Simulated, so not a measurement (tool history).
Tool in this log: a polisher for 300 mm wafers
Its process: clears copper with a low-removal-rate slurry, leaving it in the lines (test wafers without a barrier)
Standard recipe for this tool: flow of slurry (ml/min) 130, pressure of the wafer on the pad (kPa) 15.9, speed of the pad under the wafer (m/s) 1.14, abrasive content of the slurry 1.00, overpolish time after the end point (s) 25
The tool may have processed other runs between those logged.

| run | hour | flow of slurry (ml/min) | pressure of the wafer on the pad (kPa) | speed of the pad under the wafer (m/s) | abrasive content of the slurry | overpolish time after the end point (s) | wafers since the last listed run | wafers polished on this pad | hours since the slurry nozzle was cleaned | hours since the head pressure was calibrated | hours since the slurry blender was calibrated | incoming thickness of the incoming film, nm | time until the end point was called (s) | dishing of a wide line in a test structure (Å) |
|---|---|---|---|---|---|---|---|---|---|---|---|---|---|---|
| 1 | 0.0 | 130 | 15.9 | 1.26 | 1.00 | 25 | 0 | 70 | 707.6 | 1199.9 | 58.5 | 370.4 | 157.1 | 224 |
| 2 | 15.4 | 130 | 15.9 | 1.26 | 1.00 | 25 | 67 | 138 | 723.0 | 1215.3 | 73.9 | 380.8 | 162.0 | 223 |
| 3 | 27.7 | 130 | 15.9 | 1.14 | 1.00 | 25 | 54 | 192 | 735.3 | 1227.6 | 86.2 | 378.8 | 174.3 | 209 |
| 4 | 51.5 | 155 | 15.9 | 1.14 | 1.00 | 31 | 104 | 297 | 759.1 | 1251.4 | 110.0 | 367.8 | 164.2 | 243 |
| 5 | 61.5 | 155 | 15.9 | 1.14 | 1.00 | 31 | 44 | 341 | 769.1 | 1261.4 | 120.0 | 380.6 | 172.3 | 237 |
| 6 | 71.4 | 155 | 15.9 | 1.14 | 1.00 | 31 | 43 | 385 | 779.0 | 1271.3 | 129.9 | 371.9 | 164.8 | 236 |
| 7 | 81.9 | 140 | 15.9 | 1.14 | 1.00 | 25 | 46 | 431 | 789.5 | 1281.8 | 140.4 | 377.6 | 172.1 | 214 |
| 8 | 89.7 | 140 | 15.9 | 1.14 | 1.00 | 25 | 34 | 465 | 797.3 | 1289.6 | 148.2 | 372.0 | 168.7 | 214 |
| 9 | 96.4 | 140 | 15.9 | 1.14 | 1.00 | 25 | 29 | 495 | 804.0 | 1296.3 | 154.9 | 371.3 | 171.3 | 212 |
| 10 | 110.1 | 105 | 15.9 | 1.14 | 1.00 | 25 | 60 | 555 | 817.7 | 1310.0 | 168.6 | 373.2 | 181.2 | 209 |
| 11 | 119.7 | 130 | 15.9 | 1.14 | 1.00 | 25 | 42 | 597 | 827.3 | 1319.6 | 178.2 | 373.1 | 174.4 | 216 |
| 12 | 127.4 | 130 | 15.9 | 1.14 | 1.00 | 32 | 33 | 631 | 835.0 | 1327.3 | 185.9 | 373.8 | 174.4 | 240 |
| 13 | 142.8 | 175 | 15.9 | 1.14 | 0.70 | 25 | 67 | 699 | 850.4 | 1342.7 | 201.3 | 373.9 | 176.3 | 212 |
| 14 | 155.9 | 175 | 10.3 | 0.84 | 1.10 | 25 | 57 | 757 | 863.5 | 1355.8 | 214.4 | 374.0 | 325.3 | 142 |
| 15 | 164.4 | 165 | 13.8 | 0.80 | 1.00 | 25 | 37 | 794 | 872.0 | 1364.3 | 222.9 | 374.9 | 257.3 | 169 |
|  | 175.5 | head pressure recalibrated |
| 16 | 179.1 | 165 | 15.9 | 0.82 | 1.00 | 25 | 55 | 850 | 886.7 | 3.6 | 237.6 | 377.5 | 239.1 | 178 |
| 17 | 196.0 | 130 | 15.9 | 1.14 | 1.00 | 25 | 74 | 925 | 903.6 | 20.5 | 254.5 | 374.0 | 184.0 | 205 |
|  | 199.6 | slurry blender recalibrated |
|  | 204.9 | slurry nozzle cleaned |
|  | 233.8 | head pressure recalibrated, repeated, since the last time left the tool worse |
| 18 | 245.9 | 155 | 15.9 | 1.52 | 1.00 | 25 | 197 | 1123 | 41.0 | 12.1 | 46.3 | 381.3 | 122.3 | 256 |
|  | 253.9 | worn pad replaced by a new one |
| 19 | 256.8 | 175 | 10.3 | 0.84 | 1.10 | 25 | 30 | 12 | 51.9 | 23.0 | 57.2 | 381.5 | 299.5 | 154 |
| 20 | 264.2 | 130 | 15.9 | 1.14 | 1.00 | 25 | 32 | 45 | 59.3 | 30.4 | 64.6 | 370.9 | 156.0 | 228 |
| 21 | 279.5 | 130 | 11.7 | 1.14 | 1.20 | 35 | 67 | 112 | 74.6 | 45.7 | 79.9 | 379.1 | 207.6 | 230 |
| 22 | 287.9 | 130 | 13.8 | 1.14 | 0.80 | 25 | 37 | 149 | 83.0 | 54.1 | 88.3 | 373.6 | 196.9 | 205 |
| 23 | 302.1 | 145 | 11.7 | 1.24 | 0.75 | 25 | 62 | 212 | 97.2 | 68.3 | 102.5 | 381.0 | 214.9 | 190 |
| 24 | 312.4 | 130 | 15.9 | 1.50 | 0.80 | 25 | 45 | 257 | 107.5 | 78.6 | 112.8 | 367.3 | 130.3 | 246 |

Predict the results of run 25:
| 25 | 327.5 | 160 | 15.9 | 1.44 | 1.15 | 37 | 66 | 324 | 122.6 | 93.7 | 127.9 | 376.8 | ? | ? |

For run 25 the tool returned time until the end point was called (s) 124.4, dishing of a wide line in a test structure (Å) 285.
With the hidden condition absent and the run-to-run variation left alone, this run would have shown time until the end point was called (s) 121.7, dishing of a wide line in a test structure (Å) 288.

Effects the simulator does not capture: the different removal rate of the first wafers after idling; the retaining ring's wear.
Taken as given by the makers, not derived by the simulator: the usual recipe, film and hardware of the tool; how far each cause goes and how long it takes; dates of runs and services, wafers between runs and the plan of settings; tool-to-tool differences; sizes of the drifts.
